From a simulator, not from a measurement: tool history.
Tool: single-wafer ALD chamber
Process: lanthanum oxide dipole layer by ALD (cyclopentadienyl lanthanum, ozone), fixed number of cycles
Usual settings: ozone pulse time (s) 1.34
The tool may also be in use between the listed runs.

run,hour,ozone pulse time (s),wafers since the last listed run,hours since the last thermocouple change,hours since the last ozone generator service,hours since the showerhead was replaced,hours since the gauge calibration,"read-back reference wafer on the same gauge, thickness_nm",mean film thickness on the monitor wafer (Å)
1,0,1.62,0,926.8,64.5,3577.8,22,0.495,5.03
2,63.9,1.72,1040,990.7,128.4,3641.7,85.9,0.495,5.08
3,106.6,0.96,695,1033.4,171.1,3684.4,128.6,0.496,4.5
4,169.6,0.96,1025,1096.4,234.1,3747.4,191.6,0.496,4.42
5,206.3,0.96,597,1133.1,270.8,3784.1,228.3,0.495,4.43
6,276.8,1.73,1147,1203.6,341.3,3854.6,298.8,0.497,5.09
7,342.8,1.73,1074,1269.6,407.3,3920.6,364.8,0.497,5.09
8,376.5,1.34,548,1303.3,441,3954.3,398.5,0.496,4.83
9,432.1,1.34,905,1358.9,496.6,4009.9,454.1,0.496,4.81
10,481.5,1.34,804,1408.3,546,4059.3,503.5,0.496,4.81
11,506.5,1.08,407,1433.3,571,4084.3,528.5,0.496,4.51
# hour 541.4: ozone generator serviced
12,557.2,1.56,695,1484,15.8,4135,579.2,0.495,5.08
13,627.9,0.96,1151,1554.7,86.5,4205.7,649.9,0.495,4.49
14,668.3,1.82,657,1595.1,126.9,4246.1,690.3,0.497,5.16
15,698.5,1.02,491,1625.3,157.1,4276.3,720.5,0.496,4.61
16,729.9,1.2,511,1656.7,188.5,4307.7,751.9,0.497,4.74
# hour 745.5: thermocouple changed; heater temperature recalibrated
17,762.9,1.7,407,17.4,221.5,4340.7,784.9,0.497,5.13
# hour 818.9: gauge calibrated
18,822.7,0.84,973,77.2,281.3,4400.5,3.8,0.496,4.16
# hour 832.3: showerhead replaced
19,937,1.5,1730,191.5,395.6,104.7,118.1,0.496,5
20,972.5,1.05,578,227,431.1,140.2,153.6,0.496,4.51
21,1061.4,1.34,1447,315.9,520,229.1,242.5,0.496,4.82

The tool's hidden state at each run:
wafer temperature above the value expected at the setpoint (K): 0 in every run
gauge reads high (%): 0 in every run
H1: ozone dose above that of a generator just serviced (%)
run,H1
1,-2
2,-3.27
3,-4.12
4,-5.37
5,-6.1
6,-7.51
7,-8.82
8,-9.49
9,-10.6
10,-11.6
11,-12.1
12,-0.385
13,-1.79
14,-2.59
15,-3.19
16,-3.82
17,-4.48
18,-5.66
19,-7.94
20,-8.64
21,-10.4

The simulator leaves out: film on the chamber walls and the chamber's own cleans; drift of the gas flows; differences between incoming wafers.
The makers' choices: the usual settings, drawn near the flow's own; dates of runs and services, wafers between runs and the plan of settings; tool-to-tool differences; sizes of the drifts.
